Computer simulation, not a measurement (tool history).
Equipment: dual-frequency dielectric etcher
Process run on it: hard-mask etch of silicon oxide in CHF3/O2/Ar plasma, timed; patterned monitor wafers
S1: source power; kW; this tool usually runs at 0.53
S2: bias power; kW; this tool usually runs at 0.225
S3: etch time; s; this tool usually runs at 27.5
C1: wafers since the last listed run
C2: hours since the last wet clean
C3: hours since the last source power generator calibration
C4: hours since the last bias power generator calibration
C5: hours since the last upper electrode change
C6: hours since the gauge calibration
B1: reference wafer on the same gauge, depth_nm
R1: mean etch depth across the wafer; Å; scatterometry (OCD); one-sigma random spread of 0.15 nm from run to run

run   hour    S1     S2    S3   C1     C2     C3     C4      C5     C6    B1   R1
  1      0  0.53  0.225  27.5    0  466.1   20.4   22.4  4226.5  283.5  54.5  557
  2   19.2  0.53  0.254  27.5  250  485.3   39.6   41.6  4245.7  302.7  54.5  584
  3   33.5  0.53  0.254  27.5  186  499.6   53.9   55.9    4260    317  54.5  586
  4   39.9  0.62  0.225  27.5   83    506   60.3   62.3  4266.4  323.4  54.5  581
  5   49.8  0.62  0.225  27.5  129  515.9   70.2   72.2  4276.3  333.3  54.5  581
  6   59.2  0.62  0.225  27.5  122  525.3   79.6   81.6  4285.7  342.7  54.5  579
  7   70.8  0.53  0.225  27.5  151  536.9   91.2   93.2  4297.3  354.3  54.5  558
  8   82.3  0.53    0.2  27.5  149  548.4  102.7  104.7  4308.8  365.8  54.5  533
     113.1  -- upper electrode replaced, of another model than before
  9  113.6  0.41  0.179  27.5   95  579.7    134    136     0.5  397.1  54.5  482
 10  113.9  0.53  0.225  27.5    3    580  134.3  136.3     0.8  397.4  54.5  556
 11  124.9  0.53  0.176  27.5  143    591  145.3  147.3    11.8  408.4  54.5  524
 12  137.5  0.66  0.206    20  164  603.6  157.9  159.9    24.4    421  54.5  426
 13  152.6  0.53  0.277  27.5  196  618.7    173    175    39.5  436.1  54.5  587
 14  158.9  0.64  0.225    32   82    625  179.3  181.3    45.8  442.4  54.5  690
 15  168.5  0.53  0.225  27.5  125  634.6  188.9  190.9    55.4    452  54.5  556
 16  182.3  0.45  0.257  22.5  179  648.4  202.7  204.7    69.2  465.8  54.5  447
       191  -- gauge calibrated
     207.4  -- wet clean of the chamber
 17  207.9  0.53  0.225  27.5   20    0.5  228.3  230.3    94.8   16.9  54.5  562
 18  208.2  0.47  0.186  32.5    3    0.8  228.6  230.6    95.1   17.2  54.6  612
 19  215.8  0.53  0.225  27.5   99    8.4  236.2  238.2   102.7   24.8  54.5  566
 20  232.6  0.64  0.225  24.5  219   25.2    253    255   119.5   41.6  54.5  537
 21  249.6  0.53  0.225    33  221   42.2    270    272   136.5   58.6  54.5  680
 22  257.9  0.65  0.204    22  108   50.5  278.3  280.3   144.8   66.9  54.6  471
 23  271.2  0.53  0.194    30  173   63.8  291.6  293.6   158.1   80.2  54.5  592
 24  287.5  0.53  0.225  27.5  212   80.1  307.9  309.9   174.4   96.5  54.5  564
 25  301.5  0.53  0.225  27.5  182   94.1  321.9  323.9   188.4  110.5  54.5  564
 26  314.6  0.48  0.265  27.5  170  107.2    335    337   201.5  123.6  54.5  569
 27  353.8   0.6   0.24    25  511  146.4  374.2  376.2   240.7  162.8  54.4  542
 28  360.4  0.53  0.225  27.5   86    153  380.8  382.8   247.3  169.4  54.4  564
 29  371.3  0.42  0.225  27.5  142  163.9  391.7  393.7   258.2  180.3  54.5  520
 30  386.4  0.53  0.225  27.5  196    179  406.8  408.8   273.3  195.4  54.5  562

Each run again, without the hidden state but with its own random variation kept:
Hidden state present: etch rate over this chamber's usual, %; source power that arrives over what is set, %; bias power that arrives over what is set, %; gauge reads high (%).
run   R1
  1  566
  2  593
  3  595
  4  591
  5  591
  6  589
  7  567
  8  543
  9  491
 10  567
 11  535
 12  435
 13  600
 14  704
 15  568
 16  457
 17  564
 18  615
 19  568
 20  540
 21  684
 22  474
 23  595
 24  568
 25  568
 26  573
 27  547
 28  569
 29  525
 30  568
